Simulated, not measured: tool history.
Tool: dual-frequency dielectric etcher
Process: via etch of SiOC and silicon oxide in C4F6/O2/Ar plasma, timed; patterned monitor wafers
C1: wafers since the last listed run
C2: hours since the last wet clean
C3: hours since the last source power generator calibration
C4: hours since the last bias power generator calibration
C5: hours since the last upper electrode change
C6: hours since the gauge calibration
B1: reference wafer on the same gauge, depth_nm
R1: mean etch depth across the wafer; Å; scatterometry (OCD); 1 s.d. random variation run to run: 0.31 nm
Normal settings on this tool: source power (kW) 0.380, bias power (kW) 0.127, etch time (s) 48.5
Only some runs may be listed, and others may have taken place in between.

Run 1, hour 0.0: usual settings but bias power (kW) 0.140, etch time (s) 41.0; C1 0; C2 189.4; C3 2592.0; C4 4026.6; C5 1929.0; C6 330.9; B1 39.95. Result: R1 418.4 Å.
Run 2, hour 38.0: usual settings but bias power (kW) 0.140, etch time (s) 41.0; C1 437; C2 227.4; C3 2630.0; C4 4064.6; C5 1967.0; C6 368.9; B1 39.99. Result: R1 420.0 Å.
Run 3, hour 102.5: usual settings but bias power (kW) 0.140, etch time (s) 41.0; C1 742; C2 291.9; C3 2694.5; C4 4129.1; C5 2031.5; C6 433.4; B1 40.04. Result: R1 423.8 Å.
Run 4, hour 140.1: usual settings but bias power (kW) 0.137; C1 432; C2 329.5; C3 2732.1; C4 4166.7; C5 2069.1; C6 471.0; B1 40.04. Result: R1 490.9 Å.
At hour 196.6: wet clean of the chamber.
Run 5, hour 208.7: usual settings but bias power (kW) 0.137; C1 513; C2 12.1; C3 2800.7; C4 4235.3; C5 2137.7; C6 539.6; B1 40.05. Result: R1 490.8 Å.
Run 6, hour 276.7: usual settings but bias power (kW) 0.137; C1 782; C2 80.1; C3 2868.7; C4 4303.3; C5 2205.7; C6 607.6; B1 40.05. Result: R1 488.6 Å.
Run 7, hour 330.2: usual settings; C1 615; C2 133.6; C3 2922.2; C4 4356.8; C5 2259.2; C6 661.1; B1 39.97. Result: R1 478.2 Å.
At hour 344.6: gauge calibrated.
Run 8, hour 400.2: usual settings but etch time (s) 56.0; C1 805; C2 203.6; C3 2992.2; C4 4426.8; C5 2329.2; C6 55.6; B1 39.98. Result: R1 555.0 Å.
At hour 452.1: bias power generator calibrated.
Run 9, hour 464.9: usual settings; C1 698; C2 268.3; C3 3056.9; C4 12.8; C5 2393.9; C6 120.3; B1 39.94. Result: R1 475.2 Å.
Run 10, hour 496.2: usual settings but source power (kW) 0.480, bias power (kW) 0.155, etch time (s) 62.5; C1 360; C2 299.6; C3 3088.2; C4 44.1; C5 2425.2; C6 151.6; B1 39.98. Result: R1 742.1 Å.
At hour 550.9: source power generator calibrated.
At hour 559.5: upper electrode replaced.
Run 11, hour 560.0: usual settings but source power (kW) 0.430, bias power (kW) 0.144; C1 589; C2 363.4; C3 9.1; C4 107.9; C5 0.5; C6 215.4; B1 39.96. Result: R1 530.9 Å.

Forecast run 12:
At hour 614.8: wet clean of the chamber.
Run 12, hour 620.0: usual settings but source power (kW) 0.320, bias power (kW) 0.158, etch time (s) 42.5; C1 414; C2 5.2; C3 69.1; C4 167.9; C5 60.5; C6 275.4; B1 ?. Result: R1 ?.

Logged for run 12: B1 40.02, R1 415.8 Å.
Without the tool's hidden state the same run would have given R1 415.8 Å.

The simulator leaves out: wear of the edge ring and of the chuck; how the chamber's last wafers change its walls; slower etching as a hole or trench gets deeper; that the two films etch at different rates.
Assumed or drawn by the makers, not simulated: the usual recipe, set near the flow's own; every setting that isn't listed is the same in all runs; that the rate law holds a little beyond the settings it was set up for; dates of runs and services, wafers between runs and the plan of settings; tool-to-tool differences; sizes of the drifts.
